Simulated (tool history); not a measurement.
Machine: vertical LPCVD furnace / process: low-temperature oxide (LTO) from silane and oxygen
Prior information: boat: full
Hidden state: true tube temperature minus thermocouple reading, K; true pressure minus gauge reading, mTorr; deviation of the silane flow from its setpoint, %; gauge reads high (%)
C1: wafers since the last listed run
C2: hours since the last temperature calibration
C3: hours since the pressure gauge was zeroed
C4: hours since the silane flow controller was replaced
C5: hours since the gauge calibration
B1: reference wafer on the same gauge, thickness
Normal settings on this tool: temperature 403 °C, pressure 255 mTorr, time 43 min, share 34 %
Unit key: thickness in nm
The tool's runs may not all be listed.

run 1 hour=0 | temperature=403 pressure=255 time=43 share=34 | C1=0 C2=3346 C3=3377.8 C4=5437.7 C5=603.9 | B1=329.15 | thickness=392.1
run 2 hour=22.9 | temperature=403 pressure=290 time=47.5 share=34 | C1=342 C2=3368.9 C3=3400.7 C4=5460.6 C5=626.8 | B1=328.96 | thickness=492.98
run 3 hour=57.6 | temperature=403 pressure=290 time=47.5 share=34 | C1=519 C2=3403.6 C3=3435.4 C4=5495.3 C5=661.5 | B1=329.06 | thickness=493.61
run 4 hour=86.2 | temperature=403 pressure=290 time=47.5 share=34 | C1=428 C2=3432.2 C3=3464 C4=5523.9 C5=690.1 | B1=328.94 | thickness=494.45
run 5 hour=109.4 | temperature=403 pressure=230 time=43 share=39 | C1=347 C2=3455.4 C3=3487.2 C4=5547.1 C5=713.3 | B1=329.05 | thickness=422.21
run 6 hour=125.8 | temperature=403 pressure=230 time=43 share=39 | C1=245 C2=3471.8 C3=3503.6 C4=5563.5 C5=729.7 | B1=328.95 | thickness=422.38
run 7 hour=155.7 | temperature=403 pressure=230 time=43 share=39 | C1=447 C2=3501.7 C3=3533.5 C4=5593.4 C5=759.6 | B1=329.2 | thickness=422.47
run 8 hour=172.5 | temperature=397 pressure=255 time=43 share=34 | C1=251 C2=3518.5 C3=3550.3 C4=5610.2 C5=776.4 | B1=329.09 | thickness=369.22
run 9 hour=202.3 | temperature=398 pressure=255 time=43 share=34 | C1=446 C2=3548.3 C3=3580.1 C4=5640 C5=806.2 | B1=328.77 | thickness=372.32
run 10 hour=216.9 | temperature=398 pressure=255 time=43 share=34 | C1=218 C2=3562.9 C3=3594.7 C4=5654.6 C5=820.8 | B1=328.92 | thickness=372.67
-- hour=291.8 pressure gauge zeroed
run 11 hour=312.4 | temperature=406 pressure=255 time=43 share=39 | C1=1070 C2=3658.4 C3=20.6 C4=5750.1 C5=916.3 | B1=329.06 | thickness=484.43
run 12 hour=334 | temperature=406 pressure=255 time=43 share=39 | C1=323 C2=3680 C3=42.2 C4=5771.7 C5=937.9 | B1=328.96 | thickness=485.05
-- hour=381.9 thermocouples replaced and temperature profile calibrated
run 13 hour=382.4 | temperature=406 pressure=255 time=43 share=39 | C1=365 C2=0.5 C3=90.6 C4=5820.1 C5=986.3 | B1=328.8 | thickness=464.89
run 14 hour=388.1 | temperature=403 pressure=255 time=32.5 share=34 | C1=85 C2=6.2 C3=96.3 C4=5825.8 C5=992 | B1=328.86 | thickness=283.31
run 15 hour=404.6 | temperature=403 pressure=255 time=32.5 share=34 | C1=246 C2=22.7 C3=112.8 C4=5842.3 C5=1008.5 | B1=328.96 | thickness=284.03
run 16 hour=417.3 | temperature=403 pressure=255 time=43 share=34 | C1=190 C2=35.4 C3=125.5 C4=5855 C5=1021.2 | B1=328.91 | thickness=376.41
run 17 hour=439.6 | temperature=403 pressure=255 time=43 share=34 | C1=333 C2=57.7 C3=147.8 C4=5877.3 C5=1043.5 | B1=329.39 | thickness=375.41
-- hour=470 gauge calibrated
-- hour=488.8 silane flow controller replaced
run 18 hour=489.3 | temperature=403 pressure=255 time=43 share=34 | C1=384 C2=107.4 C3=197.5 C4=0.5 C5=19.3 | B1=328.97 | thickness=378.91
run 19 hour=494.2 | temperature=403 pressure=235 time=27 share=40 | C1=73 C2=112.3 C3=202.4 C4=5.4 C5=24.2 | B1=329.15 | thickness=266.83
run 20 hour=521.7 | temperature=403 pressure=220 time=43 share=34 | C1=411 C2=139.8 C3=229.9 C4=32.9 C5=51.7 | B1=329.11 | thickness=326.61
run 21 hour=554.1 | temperature=399 pressure=300 time=43 share=29 | C1=484 C2=172.2 C3=262.3 C4=65.3 C5=84.1 | B1=328.85 | thickness=339.44
run 22 hour=582.1 | temperature=393 pressure=255 time=43 share=34 | C1=419 C2=200.2 C3=290.3 C4=93.3 C5=112.1 | B1=328.97 | thickness=338.18
run 23 hour=614.2 | temperature=403 pressure=210 time=59 share=29 | C1=480 C2=232.3 C3=322.4 C4=125.4 C5=144.2 | B1=328.8 | thickness=340.96
run 24 hour=648.4 | temperature=403 pressure=255 time=29.5 share=31 | C1=511 C2=266.5 C3=356.6 C4=159.6 C5=178.4 | B1=329.06 | thickness=229.31
run 25 hour=683.6 | temperature=399 pressure=255 time=43 share=34 | C1=526 C2=301.7 C3=391.8 C4=194.8 C5=213.6 | B1=329.14 | thickness=363.19
run 26 hour=714.6 | temperature=400 pressure=295 time=48 share=38 | C1=464 C2=332.7 C3=422.8 C4=225.8 C5=244.6 | B1=329.13 | thickness=549.48
run 27 hour=740.2 | temperature=403 pressure=225 time=43 share=36 | C1=383 C2=358.3 C3=448.4 C4=251.4 C5=270.2 | B1=329.01 | thickness=362.46
run 28 hour=763.1 | temperature=403 pressure=280 time=43 share=34 | C1=342 C2=381.2 C3=471.3 C4=274.3 C5=293.1 | B1=329.24 | thickness=419.04
run 29 hour=792.3 | temperature=407 pressure=295 time=43 share=39 | C1=437 C2=410.4 C3=500.5 C4=303.5 C5=322.3 | B1=328.92 | thickness=548.84
run 30 hour=828.9 | temperature=409 pressure=255 time=43 share=38 | C1=547 C2=447 C3=537.1 C4=340.1 C5=358.9 | B1=329.15 | thickness=472.04
run 31 hour=851.2 | temperature=403 pressure=255 time=43 share=34 | C1=333 C2=469.3 C3=559.4 C4=362.4 C5=381.2 | B1=328.99 | thickness=382.42
run 32 hour=875.1 | temperature=403 pressure=255 time=58.5 share=34 | C1=357 C2=493.2 C3=583.3 C4=386.3 C5=405.1 | B1=329.26 | thickness=522.71

Below are 3 alternative next runs, each starting from the tool's condition after run 32. Predict each:
run A hour=880 | temperature=403 pressure=255 time=43 share=32 | C1=73 C2=498.1 C3=588.2 C4=391.2 C5=410 | B1=? | thickness=?
run B hour=880 | temperature=409 pressure=240 time=37.5 share=29 | C1=73 C2=498.1 C3=588.2 C4=391.2 C5=410 | B1=? | thickness=?
run C hour=880 | temperature=403 pressure=215 time=43 share=34 | C1=73 C2=498.1 C3=588.2 C4=391.2 C5=410 | B1=? | thickness=?

run=A B1=329.11 thickness=351.34
run=B B1=329.11 thickness=268.43
run=C B1=329.11 thickness=321.98
Without the tool's unlogged condition, the same runs would have read:
run=A thickness=344.9
run=B thickness=263.51
run=C thickness=316.16
